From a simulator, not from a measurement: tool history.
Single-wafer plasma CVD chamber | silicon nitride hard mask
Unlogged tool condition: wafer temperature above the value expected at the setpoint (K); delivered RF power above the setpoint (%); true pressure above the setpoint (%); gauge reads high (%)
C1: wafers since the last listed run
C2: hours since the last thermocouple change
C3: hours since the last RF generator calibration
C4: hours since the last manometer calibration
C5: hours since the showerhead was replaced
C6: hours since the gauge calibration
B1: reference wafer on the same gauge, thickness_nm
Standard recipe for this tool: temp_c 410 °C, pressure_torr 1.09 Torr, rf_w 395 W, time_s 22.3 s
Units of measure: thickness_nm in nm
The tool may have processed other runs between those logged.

{"run": 1, "hour": 0.0, "temp_c": 410, "pressure_torr": 1.19, "rf_w": 395, "time_s": 22.3, "C1": 0, "C2": 2210.1, "C3": 17.9, "C4": 2854.5, "C5": 3127.4, "C6": 720.6, "B1": 30.709, "thickness_nm": 28.317}
{"run": 2, "hour": 35.7, "temp_c": 410, "pressure_torr": 1.19, "rf_w": 395, "time_s": 22.3, "C1": 927, "C2": 2245.8, "C3": 53.6, "C4": 2890.2, "C5": 3163.1, "C6": 756.3, "B1": 30.731, "thickness_nm": 28.266}
{"run": 3, "hour": 63.8, "temp_c": 410, "pressure_torr": 1.09, "rf_w": 395, "time_s": 22.3, "C1": 730, "C2": 2273.9, "C3": 81.7, "C4": 2918.3, "C5": 3191.2, "C6": 784.4, "B1": 30.691, "thickness_nm": 27.165}
{"hour": 87.3, "done": "thermocouple changed; heater temperature recalibrated"}
{"run": 4, "hour": 87.8, "temp_c": 410, "pressure_torr": 1.09, "rf_w": 395, "time_s": 22.3, "C1": 415, "C2": 0.5, "C3": 105.7, "C4": 2942.3, "C5": 3215.2, "C6": 808.4, "B1": 30.696, "thickness_nm": 27.245}
{"hour": 102.5, "done": "showerhead replaced"}
{"run": 5, "hour": 154.4, "temp_c": 410, "pressure_torr": 1.09, "rf_w": 395, "time_s": 22.3, "C1": 1522, "C2": 67.1, "C3": 172.3, "C4": 3008.9, "C5": 51.9, "C6": 875, "B1": 30.71, "thickness_nm": 27.141}
{"run": 6, "hour": 175.8, "temp_c": 410, "pressure_torr": 1.09, "rf_w": 395, "time_s": 22.3, "C1": 556, "C2": 88.5, "C3": 193.7, "C4": 3030.3, "C5": 73.3, "C6": 896.4, "B1": 30.724, "thickness_nm": 27.158}
{"run": 7, "hour": 202.4, "temp_c": 410, "pressure_torr": 1.09, "rf_w": 395, "time_s": 22.3, "C1": 691, "C2": 115.1, "C3": 220.3, "C4": 3056.9, "C5": 99.9, "C6": 923, "B1": 30.691, "thickness_nm": 27.145}
{"run": 8, "hour": 216.2, "temp_c": 415, "pressure_torr": 1.26, "rf_w": 395, "time_s": 20.3, "C1": 358, "C2": 128.9, "C3": 234.1, "C4": 3070.7, "C5": 113.7, "C6": 936.8, "B1": 30.679, "thickness_nm": 26.149}
{"run": 9, "hour": 241.7, "temp_c": 417, "pressure_torr": 1.23, "rf_w": 325, "time_s": 22.3, "C1": 662, "C2": 154.4, "C3": 259.6, "C4": 3096.2, "C5": 139.2, "C6": 962.3, "B1": 30.664, "thickness_nm": 25.038}
{"hour": 265.3, "done": "capacitance manometer re-zeroed and calibrated"}
{"run": 10, "hour": 265.8, "temp_c": 410, "pressure_torr": 1.09, "rf_w": 395, "time_s": 22.3, "C1": 418, "C2": 178.5, "C3": 283.7, "C4": 0.5, "C5": 163.3, "C6": 986.4, "B1": 30.692, "thickness_nm": 27.006}
{"run": 11, "hour": 282.8, "temp_c": 418, "pressure_torr": 1.09, "rf_w": 460, "time_s": 18.2, "C1": 441, "C2": 195.5, "C3": 300.7, "C4": 17.5, "C5": 180.3, "C6": 1003.4, "B1": 30.714, "thickness_nm": 24.243}
{"run": 12, "hour": 306.8, "temp_c": 410, "pressure_torr": 1.09, "rf_w": 395, "time_s": 22.3, "C1": 623, "C2": 219.5, "C3": 324.7, "C4": 41.5, "C5": 204.3, "C6": 1027.4, "B1": 30.66, "thickness_nm": 27.036}
{"run": 13, "hour": 329.6, "temp_c": 410, "pressure_torr": 1.09, "rf_w": 395, "time_s": 22.3, "C1": 592, "C2": 242.3, "C3": 347.5, "C4": 64.3, "C5": 227.1, "C6": 1050.2, "B1": 30.698, "thickness_nm": 26.964}
{"run": 14, "hour": 348.1, "temp_c": 410, "pressure_torr": 1.09, "rf_w": 395, "time_s": 22.3, "C1": 480, "C2": 260.8, "C3": 366, "C4": 82.8, "C5": 245.6, "C6": 1068.7, "B1": 30.686, "thickness_nm": 26.969}
{"run": 15, "hour": 361.6, "temp_c": 410, "pressure_torr": 1.09, "rf_w": 395, "time_s": 22.3, "C1": 350, "C2": 274.3, "C3": 379.5, "C4": 96.3, "C5": 259.1, "C6": 1082.2, "B1": 30.661, "thickness_nm": 26.784}
{"hour": 395.7, "done": "gauge calibrated"}
{"run": 16, "hour": 395.9, "temp_c": 410, "pressure_torr": 1.02, "rf_w": 395, "time_s": 18.4, "C1": 891, "C2": 308.6, "C3": 413.8, "C4": 130.6, "C5": 293.4, "C6": 0.2, "B1": 30.697, "thickness_nm": 21.495}
{"run": 17, "hour": 420.8, "temp_c": 410, "pressure_torr": 1.09, "rf_w": 395, "time_s": 22.3, "C1": 647, "C2": 333.5, "C3": 438.7, "C4": 155.5, "C5": 318.3, "C6": 25.1, "B1": 30.665, "thickness_nm": 26.937}
{"run": 18, "hour": 433.0, "temp_c": 406, "pressure_torr": 1.09, "rf_w": 395, "time_s": 18.4, "C1": 317, "C2": 345.7, "C3": 450.9, "C4": 167.7, "C5": 330.5, "C6": 37.3, "B1": 30.686, "thickness_nm": 22.239}
{"run": 19, "hour": 446.6, "temp_c": 410, "pressure_torr": 1.22, "rf_w": 395, "time_s": 22.3, "C1": 353, "C2": 359.3, "C3": 464.5, "C4": 181.3, "C5": 344.1, "C6": 50.9, "B1": 30.708, "thickness_nm": 28.312}
{"run": 20, "hour": 472.0, "temp_c": 410, "pressure_torr": 1.09, "rf_w": 395, "time_s": 22.3, "C1": 660, "C2": 384.7, "C3": 489.9, "C4": 206.7, "C5": 369.5, "C6": 76.3, "B1": 30.677, "thickness_nm": 26.803}
{"run": 21, "hour": 485.0, "temp_c": 410, "pressure_torr": 1.09, "rf_w": 395, "time_s": 22.3, "C1": 337, "C2": 397.7, "C3": 502.9, "C4": 219.7, "C5": 382.5, "C6": 89.3, "B1": 30.715, "thickness_nm": 26.802}
{"run": 22, "hour": 504.8, "temp_c": 410, "pressure_torr": 1.31, "rf_w": 395, "time_s": 24.9, "C1": 514, "C2": 417.5, "C3": 522.7, "C4": 239.5, "C5": 402.3, "C6": 109.1, "B1": 30.709, "thickness_nm": 32.4}
{"run": 23, "hour": 538.7, "temp_c": 399, "pressure_torr": 1.09, "rf_w": 395, "time_s": 22.3, "C1": 880, "C2": 451.4, "C3": 556.6, "C4": 273.4, "C5": 436.2, "C6": 143, "B1": 30.673, "thickness_nm": 27.026}
{"run": 24, "hour": 567.6, "temp_c": 417, "pressure_torr": 1.33, "rf_w": 395, "time_s": 22.3, "C1": 751, "C2": 480.3, "C3": 585.5, "C4": 302.3, "C5": 465.1, "C6": 171.9, "B1": 30.693, "thickness_nm": 28.968}
{"run": 25, "hour": 601.8, "temp_c": 410, "pressure_torr": 1.09, "rf_w": 395, "time_s": 22.3, "C1": 888, "C2": 514.5, "C3": 619.7, "C4": 336.5, "C5": 499.3, "C6": 206.1, "B1": 30.703, "thickness_nm": 26.784}
{"run": 26, "hour": 636.5, "temp_c": 401, "pressure_torr": 1.01, "rf_w": 330, "time_s": 26.3, "C1": 901, "C2": 549.2, "C3": 654.4, "C4": 371.2, "C5": 534, "C6": 240.8, "B1": 30.716, "thickness_nm": 26.979}
{"run": 27, "hour": 662.0, "temp_c": 418, "pressure_torr": 0.92, "rf_w": 375, "time_s": 25.1, "C1": 662, "C2": 574.7, "C3": 679.9, "C4": 396.7, "C5": 559.5, "C6": 266.3, "B1": 30.672, "thickness_nm": 26.663}
{"run": 28, "hour": 674.9, "temp_c": 424, "pressure_torr": 1.09, "rf_w": 395, "time_s": 22.3, "C1": 335, "C2": 587.6, "C3": 692.8, "C4": 409.6, "C5": 572.4, "C6": 279.2, "B1": 30.697, "thickness_nm": 26.39}
{"run": 29, "hour": 687.9, "temp_c": 417, "pressure_torr": 1.18, "rf_w": 395, "time_s": 22.3, "C1": 337, "C2": 600.6, "C3": 705.8, "C4": 422.6, "C5": 585.4, "C6": 292.2, "B1": 30.683, "thickness_nm": 27.649}
{"run": 30, "hour": 714.1, "temp_c": 410, "pressure_torr": 1.17, "rf_w": 345, "time_s": 22.3, "C1": 680, "C2": 626.8, "C3": 732, "C4": 448.8, "C5": 611.6, "C6": 318.4, "B1": 30.698, "thickness_nm": 25.144}

Consider 3 possible next runs. They are alternatives, not a sequence: every one starts from the tool as it was left by run 30. What does each give?
{"run": "A", "hour": 714.5, "temp_c": 410, "pressure_torr": 1.09, "rf_w": 470, "time_s": 22.3, "C1": 10, "C2": 627.2, "C3": 732.4, "C4": 449.2, "C5": 612, "C6": 318.8, "B1": "?", "thickness_nm": "?"}
{"run": "B", "hour": 714.5, "temp_c": 410, "pressure_torr": 0.97, "rf_w": 455, "time_s": 22.3, "C1": 10, "C2": 627.2, "C3": 732.4, "C4": 449.2, "C5": 612, "C6": 318.8, "B1": "?", "thickness_nm": "?"}
{"run": "C", "hour": 714.5, "temp_c": 410, "pressure_torr": 1.09, "rf_w": 460, "time_s": 19.5, "C1": 10, "C2": 627.2, "C3": 732.4, "C4": 449.2, "C5": 612, "C6": 318.8, "B1": "?", "thickness_nm": "?"}

run=A B1=30.664 thickness_nm=29.628
run=B B1=30.664 thickness_nm=27.463
run=C B1=30.664 thickness_nm=25.583
Stripped of hidden state, with their random variation kept, the same runs would have yielded:
run=A thickness_nm=30.301
run=B thickness_nm=28.086
run=C thickness_nm=26.163
